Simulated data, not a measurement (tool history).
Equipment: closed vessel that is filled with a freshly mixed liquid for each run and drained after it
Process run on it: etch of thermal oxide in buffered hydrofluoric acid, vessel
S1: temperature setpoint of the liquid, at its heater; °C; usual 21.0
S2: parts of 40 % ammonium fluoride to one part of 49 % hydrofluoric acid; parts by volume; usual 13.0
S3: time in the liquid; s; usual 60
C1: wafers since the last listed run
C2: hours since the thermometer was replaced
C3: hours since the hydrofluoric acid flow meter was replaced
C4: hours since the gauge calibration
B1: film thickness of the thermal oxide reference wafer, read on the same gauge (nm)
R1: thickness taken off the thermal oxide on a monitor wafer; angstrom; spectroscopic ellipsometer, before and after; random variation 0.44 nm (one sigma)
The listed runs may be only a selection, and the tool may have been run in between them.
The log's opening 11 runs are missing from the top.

run,hour,S1,S2,S3,C1,C2,C3,C4,B1,R1
12,283.1,21.0,16.5,60,2567,110.4,532.7,90.6,90.04,381.6
13,298.0,25.5,15.0,90,1266,125.3,547.6,105.5,90.00,795.6
14,314.8,17.0,14.5,95,1428,142.1,564.4,122.3,90.00,538.8
15,340.0,25.0,13.0,45,2142,167.3,589.6,147.5,89.98,453.1
16,367.7,21.0,15.5,45,2354,195.0,617.3,175.2,90.02,306.8
17,380.9,18.5,17.0,40,1122,208.2,630.5,188.4,90.01,217.6
18,402.9,19.0,15.0,70,1870,230.2,652.5,210.4,89.98,436.6
19,417.1,23.0,15.0,45,1207,244.4,666.7,224.6,90.02,344.9
20,441.1,21.0,13.0,60,2040,268.4,690.7,248.6,89.96,483.7
21,469.9,21.0,15.0,60,2448,297.2,719.5,277.4,90.01,422.1
22,501.8,17.5,16.5,75,2711,329.1,751.4,309.3,90.00,396.7
# hour 511.1: hydrofluoric acid flow meter replaced
23,532.5,24.5,15.5,60,2524,359.8,21.4,340.0,90.00,481.2
24,545.7,21.0,16.0,75,1122,373.0,34.6,353.2,90.01,477.1
25,561.2,17.5,16.0,60,1317,388.5,50.1,368.7,89.98,319.5
26,577.3,21.0,13.0,60,1368,404.6,66.2,384.8,89.99,473.2
27,590.8,21.0,13.0,60,1147,418.1,79.7,398.3,90.02,464.7
28,615.9,17.0,9.0,45,2133,443.2,104.8,423.4,90.02,384.1

Predict the results of run 29:
29,639.3,24.5,13.0,45,1989,466.6,128.2,446.8,?,?

Run 29 came out at B1 90.01, R1 433.8 angstrom.
Had the tool carried no hidden state, the very same run would have given R1 416.4 angstrom.

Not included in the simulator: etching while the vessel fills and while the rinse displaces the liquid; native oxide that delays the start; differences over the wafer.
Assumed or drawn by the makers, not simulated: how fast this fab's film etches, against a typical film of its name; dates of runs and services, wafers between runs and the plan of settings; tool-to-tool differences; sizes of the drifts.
